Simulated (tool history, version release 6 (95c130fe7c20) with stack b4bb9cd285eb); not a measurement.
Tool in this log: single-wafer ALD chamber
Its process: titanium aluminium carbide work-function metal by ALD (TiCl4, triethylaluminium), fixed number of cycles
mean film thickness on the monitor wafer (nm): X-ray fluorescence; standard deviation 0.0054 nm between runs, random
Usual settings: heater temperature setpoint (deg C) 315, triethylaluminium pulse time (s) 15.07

run    day  heater temperature setpoint (deg C)  triethylaluminium pulse time (s)  wafers since the last listed run  hours since the last thermocouple change  hours since the last triethylaluminium bottle change  hours since the showerhead was replaced  hours since the gauge calibration  read-back reference wafer on the same gauge, thickness_nm  mean film thickness on the monitor wafer (nm)
  1  0.000                                  315                             15.07                                 0                                     586.7                                                 459.9                                   5400.5                               29.2                                                      1.920                                          2.110
  2  1.579                                  315                             15.07                               358                                     624.6                                                 497.8                                   5438.4                               67.1                                                      1.919                                          2.117
  3  1.879                                  315                             15.07                                68                                     631.8                                                 505.0                                   5445.6                               74.3                                                      1.920                                          2.107
  4  2.492                                  315                             15.07                               138                                     646.5                                                 519.7                                   5460.3                               89.0                                                      1.921                                          2.100
  5  3.225                                  315                             15.07                               166                                     664.1                                                 537.3                                   5477.9                              106.6                                                      1.921                                          2.114
  6  3.838                                  315                             15.07                               138                                     678.8                                                 552.0                                   5492.6                              121.3                                                      1.920                                          2.093
  7  4.525                                  315                             15.07                               156                                     695.3                                                 568.5                                   5509.1                              137.8                                                      1.920                                          2.106
  8  5.096                                  315                             15.07                               129                                     709.0                                                 582.2                                   5522.8                              151.5                                                      1.921                                          2.098
  9  5.575                                  315                             15.07                               108                                     720.5                                                 593.7                                   5534.3                              163.0                                                      1.920                                          2.098
 10  5.833                                  315                             15.07                                58                                     726.7                                                 599.9                                   5540.5                              169.2                                                      1.920                                          2.114
 11  6.242                                  315                             11.27                                92                                     736.5                                                 609.7                                   5550.3                              179.0                                                      1.920                                          2.042
     6.704  -- showerhead replaced
 12  6.725                                  315                             11.27                                34                                     748.1                                                 621.3                                      0.5                              190.6                                                      1.920                                          2.051
 13  7.058                                  315                             15.07                                75                                     756.1                                                 629.3                                      8.5                              198.6                                                      1.919                                          2.098
 14  7.412                                  315                             15.07                                80                                     764.6                                                 637.8                                     17.0                              207.1                                                      1.921                                          2.108

Forecast run 15:
     7.888  -- thermocouple changed; heater temperature recalibrated
 15  8.079                                  306                             18.16                                75                                       4.6                                                 653.8                                     33.0                              223.1                                                          ?                                              ?

Run 15 measured read-back reference wafer on the same gauge, thickness_nm 1.920, mean film thickness on the monitor wafer (nm) 2.057.
On a tool with no hidden condition, and with the same random variation, this run would have come out at mean film thickness on the monitor wafer (nm) 2.082.
